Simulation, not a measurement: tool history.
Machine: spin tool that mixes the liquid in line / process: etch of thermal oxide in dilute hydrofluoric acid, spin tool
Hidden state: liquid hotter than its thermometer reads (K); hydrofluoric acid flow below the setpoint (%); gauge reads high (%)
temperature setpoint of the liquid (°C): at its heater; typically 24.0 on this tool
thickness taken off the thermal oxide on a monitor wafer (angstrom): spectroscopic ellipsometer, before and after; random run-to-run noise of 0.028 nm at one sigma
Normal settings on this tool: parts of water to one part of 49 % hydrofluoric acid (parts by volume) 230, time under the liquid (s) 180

| run | hour | temperature setpoint of the liquid (°C) | parts of water to one part of 49 % hydrofluoric acid (parts by volume) | time under the liquid (s) | wafers since the last listed run | hours since the thermometer was replaced | hours since the hydrofluoric acid flow meter was replaced | hours since the gauge calibration | read-back film thickness of the thermal oxide reference wafer, read on the same gauge (nm) | thickness taken off the thermal oxide on a monitor wafer (angstrom) |
|---|---|---|---|---|---|---|---|---|---|---|
| 1 | 0.0 | 27.0 | 320 | 180 | 0 | 634.0 | 813.5 | 225.6 | 49.804 | 22.08 |
| 2 | 45.0 | 27.0 | 320 | 180 | 429 | 679.0 | 858.5 | 270.6 | 49.707 | 22.33 |
|  | 125.5 | thermometer replaced |
| 3 | 233.6 | 24.0 | 145 | 180 | 1791 | 108.1 | 1047.1 | 459.2 | 49.301 | 53.10 |
| 4 | 269.5 | 24.0 | 145 | 180 | 342 | 144.0 | 1083.0 | 495.1 | 49.263 | 52.23 |
| 5 | 443.3 | 24.0 | 145 | 180 | 1659 | 317.8 | 1256.8 | 668.9 | 48.923 | 52.02 |
| 6 | 511.8 | 21.5 | 230 | 180 | 654 | 386.3 | 1325.3 | 737.4 | 48.773 | 27.40 |
| 7 | 554.1 | 24.0 | 265 | 180 | 403 | 428.6 | 1367.6 | 779.7 | 48.675 | 24.76 |
| 8 | 594.3 | 24.0 | 265 | 180 | 383 | 468.8 | 1407.8 | 819.9 | 48.604 | 24.95 |
| 9 | 655.4 | 24.0 | 265 | 180 | 583 | 529.9 | 1468.9 | 881.0 | 48.476 | 24.84 |
| 10 | 706.4 | 24.0 | 230 | 245 | 486 | 580.9 | 1519.9 | 932.0 | 48.389 | 40.44 |
|  | 738.3 | hydrofluoric acid flow meter replaced |
| 11 | 752.4 | 24.0 | 230 | 180 | 429 | 626.9 | 14.1 | 978.0 | 48.276 | 29.83 |
| 12 | 793.5 | 24.0 | 230 | 180 | 392 | 668.0 | 55.2 | 1019.1 | 48.173 | 29.67 |
| 13 | 825.4 | 24.0 | 230 | 180 | 304 | 699.9 | 87.1 | 1051.0 | 48.127 | 29.44 |
| 14 | 878.0 | 20.0 | 230 | 180 | 502 | 752.5 | 139.7 | 1103.6 | 48.051 | 25.64 |
|  | 909.3 | thermometer replaced |
| 15 | 910.5 | 22.0 | 310 | 85 | 300 | 1.2 | 172.2 | 1136.1 | 47.984 | 8.85 |
| 16 | 973.1 | 24.0 | 330 | 180 | 597 | 63.8 | 234.8 | 1198.7 | 47.829 | 18.53 |
| 17 | 1171.8 | 24.0 | 230 | 180 | 1897 | 262.5 | 433.5 | 1397.4 | 47.415 | 29.00 |
| 18 | 1218.5 | 27.5 | 175 | 240 | 445 | 309.2 | 480.2 | 1444.1 | 47.360 | 61.14 |
| 19 | 1283.9 | 21.0 | 230 | 120 | 624 | 374.6 | 545.6 | 1509.5 | 47.229 | 17.24 |
| 20 | 1350.7 | 24.0 | 230 | 180 | 637 | 441.4 | 612.4 | 1576.3 | 47.082 | 28.72 |
|  | 1358.5 | gauge calibrated |
| 21 | 1419.9 | 21.0 | 180 | 250 | 660 | 510.6 | 681.6 | 61.4 | 49.518 | 50.45 |
| 22 | 1445.4 | 27.5 | 175 | 240 | 243 | 536.1 | 707.1 | 86.9 | 49.469 | 65.07 |
| 23 | 1623.1 | 26.0 | 170 | 105 | 1696 | 713.8 | 884.8 | 264.6 | 49.129 | 27.38 |
|  | 1664.8 | thermometer replaced |
| 24 | 1682.2 | 20.5 | 200 | 180 | 554 | 17.4 | 943.9 | 323.7 | 49.020 | 31.18 |
| 25 | 1814.5 | 24.0 | 230 | 280 | 1263 | 149.7 | 1076.2 | 456.0 | 48.739 | 45.40 |
| 26 | 1876.1 | 24.0 | 190 | 180 | 588 | 211.3 | 1137.8 | 517.6 | 48.582 | 37.86 |

For each run, the measured value with the value that run would have given without the tool's hidden condition subtracted. The run-to-run variation is shared by both, the gauge scatter possibly not:
| run | thickness taken off the thermal oxide on a monitor wafer (angstrom) |
|---|---|
| 1 | -0.09 |
| 2 | -0.14 |
| 3 | -0.73 |
| 4 | -0.80 |
| 5 | -1.17 |
| 6 | -0.69 |
| 7 | -0.66 |
| 8 | -0.71 |
| 9 | -0.78 |
| 10 | -1.35 |
| 11 | -1.06 |
| 12 | -1.11 |
| 13 | -1.14 |
| 14 | -1.04 |
| 15 | -0.38 |
| 16 | -0.84 |
| 17 | -1.56 |
| 18 | -3.42 |
| 19 | -1.01 |
| 20 | -1.78 |
| 21 | -0.47 |
| 22 | -0.68 |
| 23 | -0.48 |
| 24 | -0.63 |
| 25 | -1.17 |
| 26 | -1.07 |
